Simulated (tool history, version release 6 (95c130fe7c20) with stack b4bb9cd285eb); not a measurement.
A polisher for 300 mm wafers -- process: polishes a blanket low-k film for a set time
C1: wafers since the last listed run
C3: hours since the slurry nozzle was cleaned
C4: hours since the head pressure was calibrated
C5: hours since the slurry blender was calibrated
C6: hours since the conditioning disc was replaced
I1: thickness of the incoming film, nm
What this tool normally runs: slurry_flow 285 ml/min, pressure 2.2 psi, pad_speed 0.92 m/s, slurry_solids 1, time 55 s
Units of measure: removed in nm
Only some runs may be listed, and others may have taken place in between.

run 1 day=0 | slurry_flow=285 pressure=2.5 pad_speed=0.92 slurry_solids=1.1 time=55 | C1=0 wafers_polished_on_this_pad=1815 C3=345.9 C4=818.5 C5=372.1 C6=210.1 | I1=364.3 | removed=26.4
run 2 day=1.467 | slurry_flow=285 pressure=2.5 pad_speed=0.92 slurry_solids=1.1 time=55 | C1=472 wafers_polished_on_this_pad=2287 C3=381.1 C4=853.7 C5=407.3 C6=245.3 | I1=369.9 | removed=25.8
-- day=2.083 worn pad replaced by a new one
run 3 day=3.592 | slurry_flow=285 pressure=2.5 pad_speed=0.92 slurry_solids=1.1 time=55 | C1=630 wafers_polished_on_this_pad=486 C3=432.1 C4=904.7 C5=458.3 C6=296.3 | I1=366.7 | removed=25.5
run 4 day=4.962 | slurry_flow=285 pressure=2.5 pad_speed=0.92 slurry_solids=1 time=55 | C1=441 wafers_polished_on_this_pad=927 C3=465 C4=937.6 C5=491.2 C6=329.2 | I1=370.2 | removed=23.7
-- day=5.121 conditioning disc replaced and pad reconditioned
-- day=6.242 slurry blender recalibrated
run 5 day=7.533 | slurry_flow=285 pressure=2.5 pad_speed=0.92 slurry_solids=1 time=55 | C1=774 wafers_polished_on_this_pad=1702 C3=526.7 C4=999.3 C5=31 C6=57.9 | I1=366.8 | removed=25.7
-- day=9.846 worn pad replaced by a new one
run 6 day=9.867 | slurry_flow=285 pressure=2.2 pad_speed=0.92 slurry_solids=1 time=55 | C1=697 wafers_polished_on_this_pad=7 C3=582.7 C4=1055.3 C5=87 C6=113.9 | I1=372 | removed=23.1
run 7 day=11.054 | slurry_flow=285 pressure=2.2 pad_speed=0.92 slurry_solids=1 time=55 | C1=382 wafers_polished_on_this_pad=389 C3=611.2 C4=1083.8 C5=115.5 C6=142.4 | I1=367.7 | removed=22.5
run 8 day=13.508 | slurry_flow=285 pressure=2.2 pad_speed=0.92 slurry_solids=1 time=55 | C1=790 wafers_polished_on_this_pad=1180 C3=670.1 C4=1142.7 C5=174.4 C6=201.3 | I1=369.7 | removed=22.9
-- day=15.088 head pressure recalibrated
run 9 day=16.338 | slurry_flow=285 pressure=2.2 pad_speed=0.82 slurry_solids=1 time=55 | C1=884 wafers_polished_on_this_pad=2064 C3=738 C4=30 C5=242.3 C6=269.2 | I1=368.5 | removed=23.5
-- day=16.738 worn pad replaced by a new one
run 10 day=18.3 | slurry_flow=285 pressure=2.2 pad_speed=0.92 slurry_solids=1 time=48 | C1=578 wafers_polished_on_this_pad=502 C3=785.1 C4=77.1 C5=289.4 C6=316.3 | I1=367.6 | removed=22.1
-- day=19.142 conditioning disc replaced and pad reconditioned
-- day=19.908 slurry nozzle cleaned
run 11 day=20.45 | slurry_flow=285 pressure=2.5 pad_speed=0.92 slurry_solids=1 time=55 | C1=652 wafers_polished_on_this_pad=1154 C3=13 C4=128.7 C5=341 C6=31.4 | I1=370.6 | removed=27.1
-- day=22.942 worn pad replaced by a new one
run 12 day=22.983 | slurry_flow=255 pressure=1.4 pad_speed=0.72 slurry_solids=1 time=65 | C1=762 wafers_polished_on_this_pad=13 C3=73.8 C4=189.5 C5=401.8 C6=92.2 | I1=375 | removed=15.3
-- day=23.679 slurry blender recalibrated
run 13 day=24.596 | slurry_flow=285 pressure=2.2 pad_speed=0.92 slurry_solids=1 time=74 | C1=492 wafers_polished_on_this_pad=505 C3=112.5 C4=228.2 C5=22 C6=130.9 | I1=370.5 | removed=33.8
run 14 day=26.096 | slurry_flow=365 pressure=2.2 pad_speed=0.92 slurry_solids=1 time=55 | C1=483 wafers_polished_on_this_pad=988 C3=148.5 C4=264.2 C5=58 C6=166.9 | I1=367.8 | removed=25.7
run 15 day=28.546 | slurry_flow=285 pressure=2.6 pad_speed=0.92 slurry_solids=1 time=55 | C1=789 wafers_polished_on_this_pad=1777 C3=207.3 C4=323 C5=116.8 C6=225.7 | I1=370.9 | removed=29
run 16 day=29.996 | slurry_flow=365 pressure=2.2 pad_speed=0.92 slurry_solids=1 time=55 | C1=467 wafers_polished_on_this_pad=2244 C3=242.1 C4=357.8 C5=151.6 C6=260.5 | I1=370 | removed=24.8
-- day=30.396 worn pad replaced by a new one
run 17 day=31.529 | slurry_flow=285 pressure=2.2 pad_speed=0.82 slurry_solids=1 time=55 | C1=440 wafers_polished_on_this_pad=364 C3=278.9 C4=394.6 C5=188.4 C6=297.3 | I1=368.4 | removed=21.9
run 18 day=33.883 | slurry_flow=285 pressure=1.6 pad_speed=0.92 slurry_solids=1.15 time=67 | C1=758 wafers_polished_on_this_pad=1122 C3=335.4 C4=451.1 C5=244.9 C6=353.8 | I1=369.3 | removed=22.8

Forecast each of these 5 alternatives for the next run:
run A day=33.9 | slurry_flow=285 pressure=1.9 pad_speed=0.92 slurry_solids=1 time=55 | C1=5 wafers_polished_on_this_pad=1128 C3=335.8 C4=451.5 C5=245.3 C6=354.2 | I1=366.8 | removed=?
run B day=33.9 | slurry_flow=285 pressure=2.9 pad_speed=0.92 slurry_solids=1 time=55 | C1=5 wafers_polished_on_this_pad=1128 C3=335.8 C4=451.5 C5=245.3 C6=354.2 | I1=366.8 | removed=?
run C day=33.9 | slurry_flow=360 pressure=2 pad_speed=1.08 slurry_solids=0.75 time=55 | C1=5 wafers_polished_on_this_pad=1128 C3=335.8 C4=451.5 C5=245.3 C6=354.2 | I1=366.8 | removed=?
run D day=33.9 | slurry_flow=350 pressure=2.2 pad_speed=0.92 slurry_solids=1 time=55 | C1=5 wafers_polished_on_this_pad=1128 C3=335.8 C4=451.5 C5=245.3 C6=354.2 | I1=366.8 | removed=?
run E day=33.9 | slurry_flow=325 pressure=2.2 pad_speed=0.92 slurry_solids=1 time=55 | C1=5 wafers_polished_on_this_pad=1128 C3=335.8 C4=451.5 C5=245.3 C6=354.2 | I1=366.8 | removed=?

run=A removed=21
run=B removed=31.3
run=C removed=22.5
run=D removed=24.6
run=E removed=24.4
The same runs, with their run-to-run variation unchanged, on a tool lacking any hidden condition would have given:
run=A removed=23
run=B removed=34.3
run=C removed=24.6
run=D removed=26.8
run=E removed=26.7
